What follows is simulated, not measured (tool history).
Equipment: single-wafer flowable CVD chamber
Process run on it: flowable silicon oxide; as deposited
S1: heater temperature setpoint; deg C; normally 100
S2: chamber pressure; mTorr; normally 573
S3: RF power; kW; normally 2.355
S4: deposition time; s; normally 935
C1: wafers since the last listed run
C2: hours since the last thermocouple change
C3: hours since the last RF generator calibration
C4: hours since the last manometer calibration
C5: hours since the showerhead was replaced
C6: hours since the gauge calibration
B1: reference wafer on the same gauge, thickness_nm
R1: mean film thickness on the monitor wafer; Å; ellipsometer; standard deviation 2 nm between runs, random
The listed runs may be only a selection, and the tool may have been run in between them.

run,hour,S1,S2,S3,S4,C1,C2,C3,C4,C5,C6,B1,R1
1,0,100,573,2.355,935,0,2000.5,827.3,1050.8,3690.9,946.3,388.235,3290.24
2,42.6,100,573,2.355,841,75,2043.1,869.9,1093.4,3733.5,988.9,388.348,2930.49
# hour 83: gauge calibrated
3,95.9,100,573,2.355,841,94,2096.4,923.2,1146.7,3786.8,12.9,388.823,2957.22
4,145.1,100,573,2.355,841,86,2145.6,972.4,1195.9,3836,62.1,388.772,2967.92
5,194.9,100,573,2.355,935,87,2195.4,1022.2,1245.7,3885.8,111.9,388.876,3319.6
# hour 240.1: showerhead replaced, of another model than before
6,245.2,100,573,2.355,935,74,2245.7,1072.5,1296,5.1,162.2,388.8,3265.8
7,276.9,100,573,2.355,935,55,2277.4,1104.2,1327.7,36.8,193.9,389.367,3296.76
8,305.1,100,573,2.355,935,49,2305.6,1132.4,1355.9,65,222.1,388.513,3298.62
# hour 348.7: RF generator calibrated
9,369,100,573,2.355,1005,98,2369.5,20.3,1419.8,128.9,286,388.607,3532.78
10,397.5,87,573,2.085,858,50,2398,48.8,1448.3,157.4,314.5,388.815,4521.9
# hour 431: capacitance manometer re-zeroed and calibrated
11,453,108,573,1.95,935,83,2453.5,104.3,22,212.9,370,390.172,2470.88
12,490.8,100,453,2.355,813,66,2491.3,142.1,59.8,250.7,407.8,388.75,2543.8
13,559.7,100,573,2.355,935,121,2560.2,211,128.7,319.6,476.7,388.244,3267.1
# hour 577.9: thermocouple changed; heater temperature recalibrated
14,583.8,86,650,2.355,1029,28,5.9,235.1,152.8,343.7,500.8,388.554,6625.82
15,637,100,481,2.355,883,93,59.1,288.3,206,396.9,554,389.932,3085.48
16,672.9,100,573,2.355,935,63,95,324.2,241.9,432.8,589.9,389.868,3567.86
17,701.4,100,612,2.63,998,50,123.5,352.7,270.4,461.3,618.4,389.28,3970.65
18,748.4,91,468,2.61,860,82,170.5,399.7,317.4,508.3,665.4,389.153,3985.63
19,819.9,100,503,2.035,1118,126,242,471.2,388.9,579.8,736.9,388.179,3845.24
20,887,100,573,2.355,935,118,309.1,538.3,456,646.9,804,388.99,3517.05
21,945.5,100,573,2.355,1053,103,367.6,596.8,514.5,705.4,862.5,389.199,3921.28
22,1009.8,93,635,2.355,935,113,431.9,661.1,578.8,769.7,926.8,388.764,4651.47
23,1055.9,100,573,2.355,935,81,478,707.2,624.9,815.8,972.9,389.038,3478.96
24,1097.4,90,657,2.645,935,73,519.5,748.7,666.4,857.3,1014.4,388.642,5299.41
25,1141.9,100,573,2.355,935,78,564,793.2,710.9,901.8,1058.9,389.29,3454.17
26,1196.4,86,573,2.355,935,96,618.5,847.7,765.4,956.3,1113.4,389.811,5456.03
27,1252.7,100,534,2.355,935,99,674.8,904,821.7,1012.6,1169.7,388.61,3310.5
# hour 1260.2: gauge calibrated
# hour 1303.9: RF generator calibrated
28,1319.6,100,573,2.355,935,104,741.7,15.7,888.6,1079.5,59.4,388.261,3418.95

Hidden state at the last listed run before each entry between runs and at the first one after, where it differs:
Runs 2 to 3: gauge calibrated (hour 83)
  wafer temperature above the value expected at the setpoint (K): 2.54 -> 2.56
  measured less the result without the state, R1: -261.14 -> -265.56 Å
Runs 5 to 6: showerhead replaced, of another model than before (hour 240.1)
  wafer temperature above the value expected at the setpoint (K): 2.59 -> 2.6
  measured less the result without the state, R1: -302.03 -> -298.96 Å
Runs 8 to 9: RF generator calibrated (hour 348.7)
  wafer temperature above the value expected at the setpoint (K): 2.62 -> 2.64
  measured less the result without the state, R1: -304.04 -> -327.85 Å
Runs 10 to 11: capacitance manometer re-zeroed and calibrated (hour 431)
  wafer temperature above the value expected at the setpoint (K): 2.64 -> 2.66
  measured less the result without the state, R1: -361.44 -> -220.09 Å
Runs 13 to 14: thermocouple changed; heater temperature recalibrated (hour 577.9)
  wafer temperature above the value expected at the setpoint (K): 2.68 -> -0.0971
  measured less the result without the state, R1: -308.6 -> +18.93 Å
Runs 27 to 28: gauge calibrated (hour 1260.2); RF generator calibrated (hour 1303.9)
  wafer temperature above the value expected at the setpoint (K): 1.31 -> 1.4
  measured less the result without the state, R1: -149.28 -> -165.57 Å

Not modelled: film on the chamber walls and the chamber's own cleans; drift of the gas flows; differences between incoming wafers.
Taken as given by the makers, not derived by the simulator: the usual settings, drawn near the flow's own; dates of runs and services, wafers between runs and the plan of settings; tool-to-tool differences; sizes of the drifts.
